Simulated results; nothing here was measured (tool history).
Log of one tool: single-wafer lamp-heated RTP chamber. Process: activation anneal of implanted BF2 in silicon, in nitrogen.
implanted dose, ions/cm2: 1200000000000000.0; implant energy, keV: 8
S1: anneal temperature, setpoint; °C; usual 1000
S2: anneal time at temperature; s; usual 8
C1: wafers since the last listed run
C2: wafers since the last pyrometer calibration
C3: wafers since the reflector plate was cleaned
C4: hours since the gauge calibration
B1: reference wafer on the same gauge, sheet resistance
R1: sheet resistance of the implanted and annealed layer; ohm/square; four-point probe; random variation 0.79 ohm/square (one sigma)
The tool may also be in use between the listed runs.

| run | day | S1 | S2 | C1 | C2 | C3 | C4 | B1 | R1 |
|---|---|---|---|---|---|---|---|---|---|
| 1 | 0 | 1000 | 7 | 0 | 1336 | 8158 | 1253.8 | 354.92 | 346.75 |
| 2 | 4.358 | 1000 | 8 | 1772 | 3108 | 9930 | 1358.4 | 355.03 | 335.19 |
| 3 | 8.638 | 1000 | 8 | 1740 | 4848 | 11670 | 1461.1 | 355.08 | 335.33 |
| 4 | 10.2 | 1000 | 8 | 635 | 5484 | 12306 | 1498.6 | 355.1 | 335.37 |
|  | 12.371 | reflector plate cleaned |
| 5 | 12.996 | 1000 | 8 | 1001 | 6485 | 253 | 1565.7 | 354.95 | 334.26 |
| 6 | 15.346 | 1000 | 8 | 955 | 7441 | 1209 | 1622.1 | 355.22 | 333.05 |
| 7 | 19.225 | 977 | 8 | 1577 | 9018 | 2786 | 1715.2 | 355.29 | 407.33 |
| 8 | 22.188 | 1000 | 8 | 1204 | 10223 | 3991 | 1786.3 | 355.04 | 331.24 |
| 9 | 25.95 | 1000 | 5 | 1530 | 11753 | 5521 | 1876.6 | 355.11 | 361.14 |
| 10 | 28.271 | 988 | 8 | 943 | 12697 | 6465 | 1932.3 | 354.95 | 367.6 |
|  | 29.942 | pyrometer window cleaned and pyrometer calibrated |
| 11 | 32.6 | 988 | 8 | 1624 | 1080 | 8090 | 2036.2 | 354.96 | 373.35 |
| 12 | 34.692 | 988 | 8 | 850 | 1931 | 8941 | 2086.4 | 355.02 | 372.4 |
| 13 | 37.721 | 982 | 8 | 1231 | 3163 | 10172 | 2159.1 | 355.01 | 390.49 |
| 14 | 39.567 | 990 | 6 | 750 | 3913 | 10923 | 2203.4 | 355.2 | 384.93 |
| 15 | 43.558 | 1020 | 6 | 1623 | 5537 | 12546 | 2299.2 | 355.06 | 299.03 |
|  | 45.108 | reflector plate cleaned |
| 16 | 47.596 | 1029 | 4 | 1506 | 7043 | 1011 | 2396.1 | 354.85 | 301.18 |
| 17 | 49.233 | 1022 | 4 | 665 | 7709 | 1677 | 2435.4 | 355.18 | 319.17 |
|  | 56.971 | pyrometer window cleaned and pyrometer calibrated |
| 18 | 60.292 | 1017 | 10 | 4361 | 1350 | 6038 | 2700.8 | 354.73 | 272.26 |
| 19 | 64.158 | 985 | 4 | 1572 | 2922 | 7611 | 2793.6 | 354.95 | 421.6 |
|  | 64.942 | gauge calibrated |
| 20 | 67.333 | 991 | 13 | 1291 | 4213 | 8902 | 57.4 | 354.84 | 326.57 |
| 21 | 71.229 | 1025 | 8 | 1584 | 5798 | 10486 | 150.9 | 354.93 | 265.33 |
|  | 72.767 | reflector plate cleaned |
| 22 | 74.683 | 1023 | 5 | 1269 | 7067 | 780 | 233.8 | 355.01 | 300.37 |
| 23 | 77.129 | 972 | 8 | 994 | 8061 | 1774 | 292.5 | 355.09 | 422.34 |
| 24 | 78.662 | 1016 | 10 | 623 | 8685 | 2398 | 329.3 | 354.91 | 270.77 |
| 25 | 80.633 | 1016 | 11 | 801 | 9486 | 3199 | 376.6 | 354.94 | 263.81 |
| 26 | 82.396 | 1000 | 8 | 716 | 10203 | 3916 | 418.9 | 355.02 | 332.46 |
| 27 | 84.146 | 1000 | 8 | 711 | 10915 | 4628 | 460.9 | 355.08 | 331.71 |
| 28 | 87.733 | 1000 | 8 | 1458 | 12374 | 6086 | 547 | 354.88 | 331.07 |
|  | 88.408 | pyrometer window cleaned and pyrometer calibrated |
| 29 | 89.258 | 990 | 7 | 484 | 345 | 6571 | 583.6 | 355.22 | 376.13 |
| 30 | 91.454 | 1016 | 4 | 892 | 1238 | 7464 | 636.3 | 355.13 | 337.5 |
| 31 | 93.867 | 1016 | 10 | 981 | 2219 | 8445 | 694.2 | 354.96 | 276.08 |
|  | 99.721 | reflector plate cleaned |
| 32 | 101.962 | 978 | 10 | 3156 | 5376 | 910 | 888.5 | 355.13 | 389.26 |
| 33 | 103.554 | 1000 | 8 | 647 | 6023 | 1558 | 926.7 | 355.1 | 334.87 |
| 34 | 107.225 | 1018 | 12 | 1492 | 7516 | 3050 | 1014.8 | 355.03 | 254.3 |
| 35 | 110.375 | 1000 | 8 | 1280 | 8797 | 4331 | 1090.4 | 355.04 | 333.36 |

Forecast each of these 5 alternatives for the next run:
| A | 110.392 | 1000 | 8 | 6 | 8803 | 4338 | 1090.8 | ? | ? |
| B | 110.392 | 1020 | 5 | 6 | 8803 | 4338 | 1090.8 | ? | ? |
| C | 110.392 | 1012 | 6 | 6 | 8803 | 4338 | 1090.8 | ? | ? |
| D | 110.392 | 974 | 11 | 6 | 8803 | 4338 | 1090.8 | ? | ? |
| E | 110.392 | 1009 | 12 | 6 | 8803 | 4338 | 1090.8 | ? | ? |

| run | B1 | R1 |
|---|---|---|
| A | 354.96 | 331.2 |
| B | 354.96 | 307.6 |
| C | 354.96 | 317.05 |
| D | 354.96 | 392.24 |
| E | 354.96 | 276.54 |
Without the tool's hidden state the same runs would have given:
| run | R1 |
|---|---|
| A | 336.6 |
| B | 312.48 |
| C | 322.18 |
| D | 399.1 |
| E | 281.69 |
